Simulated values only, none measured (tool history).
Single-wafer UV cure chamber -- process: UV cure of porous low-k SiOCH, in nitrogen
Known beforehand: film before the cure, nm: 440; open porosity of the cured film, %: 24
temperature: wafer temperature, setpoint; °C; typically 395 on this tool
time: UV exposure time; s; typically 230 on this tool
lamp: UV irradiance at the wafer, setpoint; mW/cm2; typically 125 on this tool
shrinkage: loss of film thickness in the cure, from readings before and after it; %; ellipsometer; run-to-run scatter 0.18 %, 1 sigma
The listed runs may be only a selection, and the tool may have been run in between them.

run	hour	temperature	time	lamp	wafers since the last listed run	hours since the UV bulbs were replaced	wafers since the quartz window was cleaned	shrinkage
1	0.0	406	230	147	0	1470.4	2376	12.685
2	50.5	406	230	147	433	1520.9	2809	12.860
3	135.3	406	230	147	728	1605.7	3538	12.913
# hour 145.3: quartz window cleaned
4	173.5	384	330	125	259	1643.9	242	13.965
5	268.6	395	230	125	816	1739.0	1059	11.882
6	398.2	395	230	125	1113	1868.6	2172	11.665
7	467.5	395	230	125	595	1937.9	2767	11.770
# hour 531.9: quartz window cleaned
8	560.0	395	230	125	725	2030.4	241	11.724
# hour 781.4: UV bulbs replaced
9	833.6	395	230	125	2281	52.2	2522	12.086
10	929.8	411	230	125	826	148.4	3348	12.655
# hour 980.5: quartz window cleaned
11	984.9	395	230	125	404	203.5	37	12.630
12	1037.6	395	350	125	452	256.2	489	14.977
13	1103.7	395	135	100	567	322.3	1057	8.809
14	1163.1	381	230	145	510	381.7	1567	12.681
15	1265.3	395	185	125	877	483.9	2445	11.201
16	1315.7	413	120	125	432	534.3	2878	9.785
17	1389.1	400	165	102	630	607.7	3508	9.828
18	1466.5	395	230	156	664	685.1	4173	13.208

What if the next run were any one of these 3? Each begins from the tool's condition after run 18:
A	1467.0	379	230	125	4	685.6	4177	?
B	1467.0	407	230	89	4	685.6	4177	?
C	1467.0	409	110	162	4	685.6	4177	?

run	shrinkage
A	12.060
B	10.948
C	10.325
Stripped of hidden state, with their random variation kept, the same runs would have yielded:
run	shrinkage
A	13.342
B	12.201
C	11.562
